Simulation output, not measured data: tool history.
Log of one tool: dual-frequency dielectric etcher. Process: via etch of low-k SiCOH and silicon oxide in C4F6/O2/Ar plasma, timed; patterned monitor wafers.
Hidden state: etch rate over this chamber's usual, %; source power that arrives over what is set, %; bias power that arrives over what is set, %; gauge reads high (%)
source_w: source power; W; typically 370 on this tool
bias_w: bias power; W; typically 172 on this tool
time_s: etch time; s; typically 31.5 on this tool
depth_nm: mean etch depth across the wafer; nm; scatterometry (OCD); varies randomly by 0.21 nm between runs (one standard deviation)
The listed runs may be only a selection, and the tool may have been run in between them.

run   hour  source_w  bias_w  time_s  wafers since the last listed run  hours since the last wet clean  hours since the last source power generator calibration  hours since the last bias power generator calibration  hours since the last upper electrode change  hours since the gauge calibration  read-back reference wafer on the same gauge, depth_nm  depth_nm
  1    0.0       370     172    31.5                                 0                           194.4                                                   2483.2                                                 1684.2                                       2109.7                              402.0                                                   70.1      73.3
  2   18.1       370     172    31.5                               378                           212.5                                                   2501.3                                                 1702.3                                       2127.8                              420.1                                                   70.1      73.1
  3   45.2       370     172    31.5                               566                           239.6                                                   2528.4                                                 1729.4                                       2154.9                              447.2                                                   70.1      73.2
  4   67.5       310     172    31.5                               465                           261.9                                                   2550.7                                                 1751.7                                       2177.2                              469.5                                                   70.1      65.0
  5   85.2       310     172    31.5                               369                           279.6                                                   2568.4                                                 1769.4                                       2194.9                              487.2                                                   70.1      64.7
  6  105.6       310     172    31.5                               426                           300.0                                                   2588.8                                                 1789.8                                       2215.3                              507.6                                                   70.1      64.9
  7  132.9       400     172    28.5                               570                           327.3                                                   2616.1                                                 1817.1                                       2242.6                              534.9                                                   70.1      69.0
  8  146.6       400     172    28.5                               286                           341.0                                                   2629.8                                                 1830.8                                       2256.3                              548.6                                                   70.1      68.8
  9  169.2       320     172    31.5                               472                           363.6                                                   2652.4                                                 1853.4                                       2278.9                              571.2                                                   70.1      65.6
     191.5  -- bias power generator calibrated
 10  202.4       320     172    31.5                               610                           396.8                                                   2685.6                                                   10.9                                       2312.1                              604.4                                                   70.1      65.5
 11  215.3       320     172    31.5                               269                           409.7                                                   2698.5                                                   23.8                                       2325.0                              617.3                                                   70.1      65.8
     223.0  -- gauge calibrated
 12  230.9       330     172    31.5                               325                           425.3                                                   2714.1                                                   39.4                                       2340.6                                7.9                                                   70.1      66.8
 13  259.3       330     172    31.5                               593                           453.7                                                   2742.5                                                   67.8                                       2369.0                               36.3                                                   70.1      66.9
 14  271.6       370     132    40.0                               257                           466.0                                                   2754.8                                                   80.1                                       2381.3                               48.6                                                   70.1      85.1
     310.1  -- wet clean of the chamber
     310.7  -- upper electrode replaced
 15  311.2       460     172    24.5                               313                             1.1                                                   2794.4                                                  119.7                                          0.5                               88.2                                                   70.1      70.3
 16  324.2       430     158    31.5                               271                            14.1                                                   2807.4                                                  132.7                                         13.5                              101.2                                                   70.1      85.0
 17  352.2       370     158    36.5                               585                            42.1                                                   2835.4                                                  160.7                                         41.5                              129.2                                                   70.1      89.7
 18  379.6       460     149    31.5                               572                            69.5                                                   2862.8                                                  188.1                                         68.9                              156.6                                                   70.1      86.5
     401.1  -- source power generator calibrated
 19  408.1       370     209    31.5                               511                            98.0                                                      7.0                                                  216.6                                         97.4                              185.1                                                   70.1      83.1
 20  425.1       370     172    31.5                               355                           115.0                                                     24.0                                                  233.6                                        114.4                              202.1                                                   70.1      79.0
     462.8  -- wet clean of the chamber, repeated, since the last time left the tool worse
 21  463.3       370     204    37.0                               296                             0.5                                                     62.2                                                  271.8                                        152.6                              240.3                                                   70.1      92.0
 22  464.8       430     184    38.0                                31                             2.0                                                     63.7                                                  273.3                                        154.1                              241.8                                                   70.1     100.5
 23  482.4       370     172    31.5                               367                            19.6                                                     81.3                                                  290.9                                        171.7                              259.4                                                   70.1      75.0
 24  556.3       400     172    28.5                              1544                            93.5                                                    155.2                                                  364.8                                        245.6                              333.3                                                   70.1      70.4
 25  589.9       430     140    31.5                               702                           127.1                                                    188.8                                                  398.4                                        279.2                              366.9                                                   70.1      76.9
 26  614.7       370     172    31.5                               518                           151.9                                                    213.6                                                  423.2                                        304.0                              391.7                                                   70.1      74.1

Hidden state, per run?
source power that arrives over what is set, %: 0 on each run
bias power that arrives over what is set, %: 0 on each run
gauge reads high (%): 0 on each run
H1: etch rate over this chamber's usual, %
run      H1
  1   -1.74
  2   -1.87
  3   -2.06
  4   -2.21
  5   -2.33
  6   -2.48
  7   -2.66
  8   -2.76
  9   -2.92
 10   -3.15
 11   -3.24
 12   -3.34
 13   -3.54
 14   -3.63
 15    6.38
 16    6.29
 17     6.1
 18    5.91
 19    5.71
 20    5.59
 21   0.448
 22   0.437
 23   0.315
 24  -0.198
 25  -0.431
 26  -0.603
